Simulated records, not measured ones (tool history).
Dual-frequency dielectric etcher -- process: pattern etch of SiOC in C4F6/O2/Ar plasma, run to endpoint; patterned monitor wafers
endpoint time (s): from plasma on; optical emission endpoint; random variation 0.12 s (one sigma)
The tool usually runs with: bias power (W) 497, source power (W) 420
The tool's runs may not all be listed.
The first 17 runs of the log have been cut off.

| run | day | bias power (W) | source power (W) | wafers since the last listed run | hours since the last wet clean | hours since the last bias power generator calibration | hours since the last source power generator calibration | hours since the last upper electrode change | incoming incoming film thickness, nm | endpoint time (s) |
|---|---|---|---|---|---|---|---|---|---|---|
| 18 | 10.354 | 497 | 420 | 69 | 515.2 | 133.9 | 1329.4 | 92.3 | 48.27 | 17.2 |
|  | 11.725 | wet clean of the chamber |
| 19 | 11.746 | 573 | 370 | 79 | 0.5 | 167.3 | 1362.8 | 125.7 | 48.77 | 16.9 |
| 20 | 11.758 | 497 | 420 | 2 | 0.8 | 167.6 | 1363.1 | 126 | 48.87 | 17.5 |
| 21 | 11.771 | 567 | 320 | 2 | 1.1 | 167.9 | 1363.4 | 126.3 | 48.5 | 17.6 |
| 22 | 12.075 | 557 | 460 | 61 | 8.4 | 175.2 | 1370.7 | 133.6 | 48.25 | 16.1 |
| 23 | 12.667 | 459 | 380 | 119 | 22.6 | 189.4 | 1384.9 | 147.8 | 48.7 | 18.5 |
| 24 | 13.408 | 391 | 420 | 150 | 40.4 | 207.2 | 1402.7 | 165.6 | 48.3 | 19.1 |
|  | 13.6 | source power generator calibrated |
| 25 | 13.892 | 586 | 420 | 64 | 52 | 218.8 | 7 | 177.2 | 48.26 | 16.4 |
| 26 | 14.25 | 561 | 420 | 72 | 60.6 | 227.4 | 15.6 | 185.8 | 47.86 | 16.3 |
| 27 | 14.883 | 414 | 340 | 128 | 75.8 | 242.6 | 30.8 | 201 | 48.7 | 19.4 |
| 28 | 15.208 | 440 | 460 | 65 | 83.6 | 250.4 | 38.6 | 208.8 | 48.53 | 17.5 |
| 29 | 15.938 | 406 | 350 | 147 | 101.1 | 267.9 | 56.1 | 226.3 | 48.28 | 19.3 |
| 30 | 16.5 | 545 | 370 | 114 | 114.6 | 281.4 | 69.6 | 239.8 | 48.27 | 17.3 |
| 31 | 17.217 | 497 | 420 | 145 | 131.8 | 298.6 | 86.8 | 257 | 48.65 | 17.4 |
| 32 | 17.479 | 416 | 420 | 53 | 138.1 | 304.9 | 93.1 | 263.3 | 48.58 | 18.4 |
| 33 | 17.804 | 435 | 420 | 65 | 145.9 | 312.7 | 100.9 | 271.1 | 48.16 | 18.1 |
| 34 | 18.425 | 544 | 380 | 125 | 160.8 | 327.6 | 115.8 | 286 | 48.35 | 17.1 |
| 35 | 19.033 | 497 | 420 | 123 | 175.4 | 342.2 | 130.4 | 300.6 | 48.61 | 17.6 |

What will run 36 give?
| 36 | 19.554 | 400 | 350 | 105 | 187.9 | 354.7 | 142.9 | 313.1 | 48.99 | ? |

For run 36 the tool returned endpoint time (s) 19.7.
On a tool with no hidden condition, and with the same random variation, this run would have come out at endpoint time (s) 19.7.
